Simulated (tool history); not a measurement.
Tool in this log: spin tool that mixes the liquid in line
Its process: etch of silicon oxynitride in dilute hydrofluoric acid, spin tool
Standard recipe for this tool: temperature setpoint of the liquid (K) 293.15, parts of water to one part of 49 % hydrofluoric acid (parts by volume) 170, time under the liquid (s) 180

run	hour	temperature setpoint of the liquid (K)	parts of water to one part of 49 % hydrofluoric acid (parts by volume)	time under the liquid (s)	read-back film thickness of the silicon oxynitride reference wafer, read on the same gauge (nm)	thickness taken off the silicon oxynitride on a monitor wafer (nm)
1	0.0	293.15	170	180	100.039	4.247
2	9.7	293.15	170	180	100.033	4.236
3	23.2	293.15	170	180	100.025	4.235
4	40.7	293.15	170	180	99.998	4.237
# hour 58.1: thermometer replaced
5	58.6	293.15	170	180	99.990	4.253
6	69.8	293.15	170	180	100.016	4.252
7	88.0	293.15	170	180	99.932	4.267
8	100.7	290.15	100	180	100.031	6.591
# hour 108.5: gauge calibrated
9	111.0	293.15	170	180	100.012	4.264
10	135.4	295.15	100	180	100.004	8.388
# hour 140.8: hydrofluoric acid flow meter replaced
11	146.8	295.15	170	180	99.940	4.679
12	153.5	296.65	170	275	99.960	7.612
13	164.1	293.15	85	100	99.995	5.012
14	178.2	293.15	170	180	100.009	4.301
15	187.7	290.15	170	210	99.954	4.281

Each row is a separate what-if for the run after 15, all from the same tool condition, not one after another. Results?
A	188.2	293.15	170	180	?	?
B	188.2	293.15	170	90	?	?
C	188.2	290.65	130	245	?	?
D	188.2	293.15	170	140	?	?

run	read-back film thickness of the silicon oxynitride reference wafer, read on the same gauge (nm)	thickness taken off the silicon oxynitride on a monitor wafer (nm)
A	99.993	4.259
B	99.993	2.129
C	99.993	6.899
D	99.993	3.312
What these runs would have given with no unlogged condition in the tool:
run	thickness taken off the silicon oxynitride on a monitor wafer (nm)
A	4.259
B	2.129
C	6.899
D	3.312
